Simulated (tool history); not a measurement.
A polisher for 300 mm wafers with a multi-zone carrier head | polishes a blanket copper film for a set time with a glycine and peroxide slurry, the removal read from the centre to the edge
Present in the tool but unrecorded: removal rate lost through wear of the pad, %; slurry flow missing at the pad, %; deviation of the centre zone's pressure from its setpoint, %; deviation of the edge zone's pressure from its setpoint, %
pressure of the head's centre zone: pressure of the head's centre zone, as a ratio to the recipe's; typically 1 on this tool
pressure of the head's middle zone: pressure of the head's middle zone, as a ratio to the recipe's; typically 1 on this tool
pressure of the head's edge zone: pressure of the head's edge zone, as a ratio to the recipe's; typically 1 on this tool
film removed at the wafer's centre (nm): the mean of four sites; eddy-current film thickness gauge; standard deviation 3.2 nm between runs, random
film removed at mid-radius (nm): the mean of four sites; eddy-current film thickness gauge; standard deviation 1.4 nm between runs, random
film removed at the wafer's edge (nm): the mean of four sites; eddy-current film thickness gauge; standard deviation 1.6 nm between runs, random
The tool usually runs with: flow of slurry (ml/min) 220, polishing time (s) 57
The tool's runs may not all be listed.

run,hour,flow of slurry (ml/min),pressure of the head's centre zone,pressure of the head's middle zone,pressure of the head's edge zone,polishing time (s),wafers since the last listed run,wafers polished on this pad,hours since the slurry nozzle was cleaned,hours since the centre zone pressure was calibrated,hours since the edge zone pressure was calibrated,hours since the carrier head's membrane was replaced,"incoming thickness of the incoming film, nm",film removed at the wafer's centre (nm),film removed at mid-radius (nm),film removed at the wafer's edge (nm)
1,0,220,1,1,1.05,57,0,247,537.5,370.9,45.1,928.6,2182.4,232.4,225.4,230.3
2,72.5,265,1,1.06,1,57,743,990,610,443.4,117.6,1001.1,2190.4,237.1,241.1,229.1
# hour 99.3: slurry nozzle cleaned
3,176.9,265,1,1.06,1,57,1059,2050,77.6,547.8,222,1105.5,2174.4,237.8,240.4,227.1
# hour 275.5: worn pad replaced by a new one
4,484.9,220,1,0.97,1,57,3115,2146,385.6,855.8,530,1413.5,2201.5,236.8,218.5,225.5
5,539.3,220,1.03,1,1,68,557,2704,440,910.2,584.4,1467.9,2169.2,290.2,265.5,268.8
6,603.9,220,1,1,1,68,662,3366,504.6,974.8,649,1532.5,2175.2,285.8,266.7,272.2
# hour 606.3: edge zone pressure recalibrated
# hour 624.5: slurry nozzle cleaned
# hour 657.8: worn pad replaced by a new one
# hour 661.2: centre zone pressure recalibrated
7,699,220,1,1,1,68,882,401,74.5,37.8,92.7,1627.6,2199.8,260.7,270.1,268.6
# hour 728: carrier head's membrane replaced by a new one
8,751.9,220,1,1,1.06,57,490,892,127.4,90.7,145.6,23.9,2215.2,219.8,224.7,234.4
9,852.8,220,1,1,1.06,57,1034,1927,228.3,191.6,246.5,124.8,2211,228.2,224.6,232.9
10,888.9,220,1,1,1,50,370,2297,264.4,227.7,282.6,160.9,2172.1,203.8,197.5,197
11,946.3,220,1,1,1,50,588,2885,321.8,285.1,340,218.3,2156,199.1,195.8,197.8
12,1025.8,260,1,0.91,1,57,814,3700,401.3,364.6,419.5,297.8,2231.8,234.2,209,228.3
# hour 1040: worn pad replaced by a new one
13,1062.4,220,1,1,1,57,334,229,437.9,401.2,456.1,334.4,2215.3,232,224.7,225.9
14,1113.6,220,1,0.89,1,57,524,754,489.1,452.4,507.3,385.6,2200.6,224.2,203.6,225
# hour 1121.6: slurry nozzle cleaned
# hour 1123.3: edge zone pressure recalibrated
15,1207.2,170,0.96,1.12,0.93,57,932,1686,85.6,546,83.9,479.2,2222,213.3,236.4,212.7
16,1272.5,220,1.08,1,0.97,57,669,2356,150.9,611.3,149.2,544.5,2210,239.2,223.2,222.6
17,1353.3,260,1.12,1.04,1,39,828,3184,231.7,692.1,230,625.3,2184.4,177.1,162.4,155.7
# hour 1378.7: worn pad replaced by a new one
18,1418.3,220,0.92,1,1,57,625,406,296.7,757.1,295,690.3,2228.5,216.4,223,226.3
19,1479.4,220,1,1,1,57,626,1032,357.8,818.2,356.1,751.4,2195.3,234.5,222.8,225.2
20,1537.6,220,1,1,1,70,596,1629,416,876.4,414.3,809.6,2210,287.4,276.7,277.3
# hour 1605.2: slurry nozzle cleaned
21,1630.6,220,1,1,1,57,942,2572,25.4,969.4,507.3,902.6,2214,233.7,225.3,226.1
22,1677.7,245,1.07,1,1,57,482,3054,72.5,1016.5,554.4,949.7,2229.1,247.3,226.3,226.8

3 ways to go on from here, each from the tool as it stands after run 22. What would each give?
A,1678.1,220,1.09,1,1,57,4,3058,72.9,1016.9,554.8,950.1,2179.4,?,?,?
B,1678.1,220,1.08,1,1,57,4,3058,72.9,1016.9,554.8,950.1,2179.4,?,?,?
C,1678.1,220,0.93,0.9,0.89,68,4,3058,72.9,1016.9,554.8,950.1,2179.4,?,?,?

run,film removed at the wafer's centre (nm),film removed at mid-radius (nm),film removed at the wafer's edge (nm)
A,253.7,223.1,227.4
B,252,223.1,227.4
C,270.4,244,257.2
Take away the tool's hidden state, keep each run's random variation, and the runs would have read:
run,film removed at the wafer's centre (nm),film removed at mid-radius (nm),film removed at the wafer's edge (nm)
A,241.2,223.2,227.4
B,239.6,223.2,227.4
C,256.9,244.1,257.2
